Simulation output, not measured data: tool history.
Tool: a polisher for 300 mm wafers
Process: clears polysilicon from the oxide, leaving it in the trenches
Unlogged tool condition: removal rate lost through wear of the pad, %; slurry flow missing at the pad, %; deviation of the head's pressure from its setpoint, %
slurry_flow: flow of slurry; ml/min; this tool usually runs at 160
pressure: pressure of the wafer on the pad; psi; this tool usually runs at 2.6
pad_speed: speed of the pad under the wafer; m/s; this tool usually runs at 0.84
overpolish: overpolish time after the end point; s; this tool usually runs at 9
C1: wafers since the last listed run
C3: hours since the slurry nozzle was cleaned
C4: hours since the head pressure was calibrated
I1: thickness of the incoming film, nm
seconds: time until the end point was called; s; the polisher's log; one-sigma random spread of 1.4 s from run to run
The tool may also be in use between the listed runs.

run 1 day=0 | slurry_flow=160 pressure=2.6 pad_speed=0.84 overpolish=9 | C1=0 wafers_polished_on_this_pad=1115 C3=6 C4=434.7 | I1=745.3 | seconds=82.7
-- day=0.05 head pressure recalibrated
run 2 day=2.171 | slurry_flow=160 pressure=2.6 pad_speed=1 overpolish=5 | C1=621 wafers_polished_on_this_pad=1736 C3=58.1 C4=50.9 | I1=754.8 | seconds=72.9
run 3 day=7.208 | slurry_flow=160 pressure=2.6 pad_speed=1 overpolish=5 | C1=1474 wafers_polished_on_this_pad=3211 C3=179 C4=171.8 | I1=744.5 | seconds=72.2
run 4 day=8.779 | slurry_flow=160 pressure=2.6 pad_speed=1 overpolish=5 | C1=459 wafers_polished_on_this_pad=3670 C3=216.7 C4=209.5 | I1=737.7 | seconds=74.5
run 5 day=10.329 | slurry_flow=160 pressure=2.4 pad_speed=0.84 overpolish=11 | C1=453 wafers_polished_on_this_pad=4124 C3=253.9 C4=246.7 | I1=761.3 | seconds=95.2
-- day=10.838 worn pad replaced by a new one
run 6 day=12.958 | slurry_flow=160 pressure=2.6 pad_speed=0.84 overpolish=9 | C1=720 wafers_polished_on_this_pad=621 C3=317 C4=309.8 | I1=739.8 | seconds=87.4
-- day=14.646 head pressure recalibrated
run 7 day=15.004 | slurry_flow=160 pressure=2.6 pad_speed=0.84 overpolish=9 | C1=574 wafers_polished_on_this_pad=1195 C3=366.1 C4=8.6 | I1=748 | seconds=88.1
run 8 day=17.729 | slurry_flow=160 pressure=2.6 pad_speed=0.84 overpolish=9 | C1=797 wafers_polished_on_this_pad=1993 C3=431.5 C4=74 | I1=738 | seconds=87.3
run 9 day=20.296 | slurry_flow=160 pressure=2.6 pad_speed=0.84 overpolish=9 | C1=751 wafers_polished_on_this_pad=2745 C3=493.1 C4=135.6 | I1=758.3 | seconds=92.9
run 10 day=22.821 | slurry_flow=160 pressure=2.6 pad_speed=0.84 overpolish=9 | C1=739 wafers_polished_on_this_pad=3484 C3=553.7 C4=196.2 | I1=747.7 | seconds=89.2
run 11 day=24.212 | slurry_flow=160 pressure=2.6 pad_speed=0.84 overpolish=9 | C1=407 wafers_polished_on_this_pad=3891 C3=587.1 C4=229.6 | I1=738.1 | seconds=93.9
-- day=25.629 worn pad replaced by a new one
run 12 day=26.5 | slurry_flow=160 pressure=2.4 pad_speed=0.84 overpolish=9 | C1=620 wafers_polished_on_this_pad=255 C3=642 C4=284.5 | I1=758.8 | seconds=102.6
run 13 day=27.904 | slurry_flow=160 pressure=2.4 pad_speed=0.84 overpolish=9 | C1=411 wafers_polished_on_this_pad=666 C3=675.7 C4=318.2 | I1=751.2 | seconds=103.2
-- day=28.462 head pressure recalibrated
-- day=29.871 slurry nozzle cleaned
run 14 day=30.529 | slurry_flow=160 pressure=2.4 pad_speed=0.84 overpolish=9 | C1=731 wafers_polished_on_this_pad=1398 C3=15.8 C4=49.6 | I1=758.8 | seconds=90.4
run 15 day=31.817 | slurry_flow=160 pressure=2.6 pad_speed=0.84 overpolish=8 | C1=376 wafers_polished_on_this_pad=1774 C3=46.7 C4=80.5 | I1=752.5 | seconds=85.8
run 16 day=33.738 | slurry_flow=160 pressure=2.6 pad_speed=0.84 overpolish=8 | C1=562 wafers_polished_on_this_pad=2337 C3=92.8 C4=126.6 | I1=748.5 | seconds=85.9
run 17 day=35.762 | slurry_flow=160 pressure=2.6 pad_speed=0.84 overpolish=8 | C1=592 wafers_polished_on_this_pad=2930 C3=141.4 C4=175.2 | I1=744.4 | seconds=83.9
run 18 day=37.804 | slurry_flow=135 pressure=2.6 pad_speed=1.12 overpolish=14 | C1=597 wafers_polished_on_this_pad=3527 C3=190.4 C4=224.2 | I1=748.8 | seconds=69.7
-- day=39.95 worn pad replaced by a new one
run 19 day=39.971 | slurry_flow=120 pressure=2.6 pad_speed=0.84 overpolish=9 | C1=585 wafers_polished_on_this_pad=5 C3=242.4 C4=276.2 | I1=744.3 | seconds=94.1
run 20 day=42.792 | slurry_flow=160 pressure=2.6 pad_speed=0.84 overpolish=9 | C1=825 wafers_polished_on_this_pad=831 C3=310.1 C4=343.9 | I1=759.5 | seconds=90
-- day=45.471 head pressure recalibrated
run 21 day=45.533 | slurry_flow=160 pressure=2.6 pad_speed=0.84 overpolish=9 | C1=778 wafers_polished_on_this_pad=1609 C3=375.9 C4=1.5 | I1=760.8 | seconds=91.7
run 22 day=48.271 | slurry_flow=120 pressure=3.4 pad_speed=1.04 overpolish=10 | C1=801 wafers_polished_on_this_pad=2411 C3=441.6 C4=67.2 | I1=749.8 | seconds=65.6
run 23 day=51.071 | slurry_flow=160 pressure=2.6 pad_speed=0.84 overpolish=14 | C1=819 wafers_polished_on_this_pad=3231 C3=508.8 C4=134.4 | I1=752.6 | seconds=94
run 24 day=53.45 | slurry_flow=160 pressure=2.6 pad_speed=1.04 overpolish=9 | C1=696 wafers_polished_on_this_pad=3927 C3=565.9 C4=191.5 | I1=746.1 | seconds=77.9
run 25 day=55.35 | slurry_flow=160 pressure=2.6 pad_speed=0.84 overpolish=9 | C1=556 wafers_polished_on_this_pad=4483 C3=611.5 C4=237.1 | I1=747.7 | seconds=95.2
run 26 day=56.829 | slurry_flow=160 pressure=2.6 pad_speed=0.94 overpolish=11 | C1=433 wafers_polished_on_this_pad=4916 C3=647 C4=272.6 | I1=753.9 | seconds=88.9
-- day=58.246 worn pad replaced by a new one
run 27 day=58.646 | slurry_flow=160 pressure=2.6 pad_speed=0.84 overpolish=9 | C1=483 wafers_polished_on_this_pad=117 C3=690.6 C4=316.2 | I1=744.5 | seconds=97.5
run 28 day=59.871 | slurry_flow=160 pressure=3.2 pad_speed=0.84 overpolish=9 | C1=358 wafers_polished_on_this_pad=475 C3=720 C4=345.6 | I1=749.3 | seconds=78.8
run 29 day=61.262 | slurry_flow=160 pressure=2.6 pad_speed=0.84 overpolish=8 | C1=407 wafers_polished_on_this_pad=883 C3=753.4 C4=379 | I1=759.7 | seconds=104.9
-- day=62.042 head pressure recalibrated
-- day=62.354 slurry nozzle cleaned
run 30 day=70.146 | slurry_flow=200 pressure=2.6 pad_speed=0.76 overpolish=4 | C1=2563 wafers_polished_on_this_pad=3447 C3=187 C4=194.5 | I1=753.1 | seconds=90.8
run 31 day=72.238 | slurry_flow=160 pressure=2.6 pad_speed=1 overpolish=9 | C1=612 wafers_polished_on_this_pad=4059 C3=237.2 C4=244.7 | I1=742.2 | seconds=75.3
run 32 day=73.658 | slurry_flow=160 pressure=2.6 pad_speed=0.84 overpolish=5 | C1=415 wafers_polished_on_this_pad=4475 C3=271.3 C4=278.8 | I1=760.7 | seconds=88.7
-- day=75.271 worn pad replaced by a new one
-- day=75.708 head pressure recalibrated
run 33 day=75.729 | slurry_flow=130 pressure=2 pad_speed=0.62 overpolish=9 | C1=533 wafers_polished_on_this_pad=109 C3=321 C4=0.5 | I1=754.9 | seconds=155.4
run 34 day=77.696 | slurry_flow=160 pressure=2.6 pad_speed=0.84 overpolish=9 | C1=575 wafers_polished_on_this_pad=685 C3=368.2 C4=47.7 | I1=745.7 | seconds=88.6
run 35 day=80.179 | slurry_flow=160 pressure=3 pad_speed=0.98 overpolish=6 | C1=726 wafers_polished_on_this_pad=1412 C3=427.8 C4=107.3 | I1=748.4 | seconds=68.1

Entry by entry between the runs, the difference in hidden state between the last listed run before and the first listed run after:
Runs 1 to 2: head pressure recalibrated (day 0.05)
  slurry flow missing at the pad, %: 3.57 -> 6.63
  measured value less the no-hidden-state value, seconds: +0.5 -> +0.9 s
Runs 5 to 6: worn pad replaced by a new one (day 10.838)
  slurry flow missing at the pad, %: 18.1 -> 21.8
  measured value less the no-hidden-state value, seconds: +3.7 -> +4.4 s
Runs 6 to 7: head pressure recalibrated (day 14.646)
  slurry flow missing at the pad, %: 21.8 -> 24.7
  measured value less the no-hidden-state value, seconds: +4.4 -> +5.1 s
Runs 11 to 12: worn pad replaced by a new one (day 25.629)
  slurry flow missing at the pad, %: 37.6 -> 40.8
  measured value less the no-hidden-state value, seconds: +10 -> +12.4 s
Runs 13 to 14: head pressure recalibrated (day 28.462); slurry nozzle cleaned (day 29.871)
  slurry flow missing at the pad, %: 42.8 -> 8.36
  measured value less the no-hidden-state value, seconds: +13.6 -> +1.5 s
Runs 18 to 19: worn pad replaced by a new one (day 39.95)
  slurry flow missing at the pad, %: 18.6 -> 21.6
  measured value less the no-hidden-state value, seconds: +3.4 -> +6.1 s
Runs 20 to 21: head pressure recalibrated (day 45.471)
  slurry flow missing at the pad, %: 25.6 -> 29.4
  measured value less the no-hidden-state value, seconds: +5.5 -> +6.8 s
Runs 26 to 27: worn pad replaced by a new one (day 58.246)
  slurry flow missing at the pad, %: 45.3 -> 47.9
  measured value less the no-hidden-state value, seconds: +12.9 -> +15.7 s
Runs 29 to 30: head pressure recalibrated (day 62.042); slurry nozzle cleaned (day 62.354)
  slurry flow missing at the pad, %: 51.6 -> 16.3
  measured value less the no-hidden-state value, seconds: +19.4 -> +2.5 s
Runs 32 to 33: worn pad replaced by a new one (day 75.271); head pressure recalibrated (day 75.708)
  slurry flow missing at the pad, %: 21.2 -> 24.1
  measured value less the no-hidden-state value, seconds: +4.3 -> +10.8 s
